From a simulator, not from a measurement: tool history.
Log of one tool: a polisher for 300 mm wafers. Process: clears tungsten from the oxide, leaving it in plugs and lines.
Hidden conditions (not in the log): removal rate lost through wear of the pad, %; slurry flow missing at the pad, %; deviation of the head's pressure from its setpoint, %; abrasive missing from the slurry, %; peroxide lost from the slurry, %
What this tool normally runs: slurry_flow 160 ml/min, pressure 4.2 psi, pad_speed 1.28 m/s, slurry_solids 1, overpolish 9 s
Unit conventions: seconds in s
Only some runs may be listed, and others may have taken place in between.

run	day	slurry_flow	pressure	pad_speed	slurry_solids	overpolish	wafers since the last listed run	wafers polished on this pad	hours since the slurry nozzle was cleaned	hours since the head pressure was calibrated	hours since the slurry blender was calibrated	hours since the slurry got fresh peroxide	incoming thickness of the incoming film, nm	seconds
1	0	160	4.6	1.28	1	9	0	384	370.6	830.3	5.7	92.2	536.2	82.7
2	3.262	160	4.6	1.28	1	9	855	1239	448.9	908.6	84	170.5	539.6	84.5
# day 3.883: slurry tank refilled with fresh slurry and peroxide
# day 6.742: worn pad replaced by a new one
3	7.179	160	4.6	1.28	1	9	972	115	542.9	1002.6	178	79.1	544.7	84.1
# day 11.438: slurry tank refilled with fresh slurry and peroxide
# day 14.171: slurry blender recalibrated
# day 14.896: worn pad replaced by a new one
4	14.975	160	4.2	1.28	1	9	1967	21	730	1189.7	19.3	84.9	547.2	102.1
5	17.833	160	4.2	1.28	1	9	749	770	798.6	1258.3	87.9	153.5	546.7	99.4
# day 19.125: slurry nozzle cleaned
# day 19.283: slurry blender recalibrated, repeated, since the last time left the tool worse
# day 20.954: slurry tank refilled with fresh slurry and peroxide
6	21.775	160	4.2	1.28	1	9	989	1760	63.6	1352.9	59.8	19.7	541.5	87.8
# day 23.417: worn pad replaced by a new one
7	23.988	160	4.2	1.28	1	9	536	150	116.7	1406	112.9	72.8	529.5	89.6
# day 27.379: head pressure recalibrated
8	27.925	145	5.7	1.28	1.1	12	1010	1160	211.2	13.1	207.4	167.3	545	68.9
# day 28.446: slurry tank refilled with fresh slurry and peroxide
9	29.808	160	4.2	1.16	1	12	482	1643	256.4	58.3	252.6	32.7	543.5	105.5
10	31.367	160	2.7	1.28	1	13	408	2051	293.8	95.7	290	70.1	534.7	144.9
# day 32.158: worn pad replaced by a new one
# day 33.238: slurry blender recalibrated
11	33.504	160	4.2	1.28	1	9	494	331	345.1	147	6.4	121.4	539.1	93.1
12	35.612	175	4.2	1.28	1	5	552	884	395.7	197.6	57	172	543.1	91.5
# day 36.954: slurry tank refilled with fresh slurry and peroxide
13	37.546	160	4.2	1.28	1	9	495	1379	442.1	244	103.4	14.2	531.7	92.4
# day 40.775: worn pad replaced by a new one
14	41.754	135	4.2	1.72	1	14	1059	257	543.1	345	204.4	115.2	532.2	69.8

Hidden state, per run?
removal rate lost through wear of the pad, %: 0 on each run
slurry flow missing at the pad, %: 0 on each run
deviation of the head's pressure from its setpoint, %: 0 on each run
peroxide lost from the slurry, %: 0 on each run
H1: abrasive missing from the slurry, %
run	H1
1	2.28
2	3.59
3	8.2
4	42.9
5	44.3
6	1.48
7	3.2
8	8.87
9	12.8
10	16.6
11	4.03
12	4.63
13	6.02
14	11.8

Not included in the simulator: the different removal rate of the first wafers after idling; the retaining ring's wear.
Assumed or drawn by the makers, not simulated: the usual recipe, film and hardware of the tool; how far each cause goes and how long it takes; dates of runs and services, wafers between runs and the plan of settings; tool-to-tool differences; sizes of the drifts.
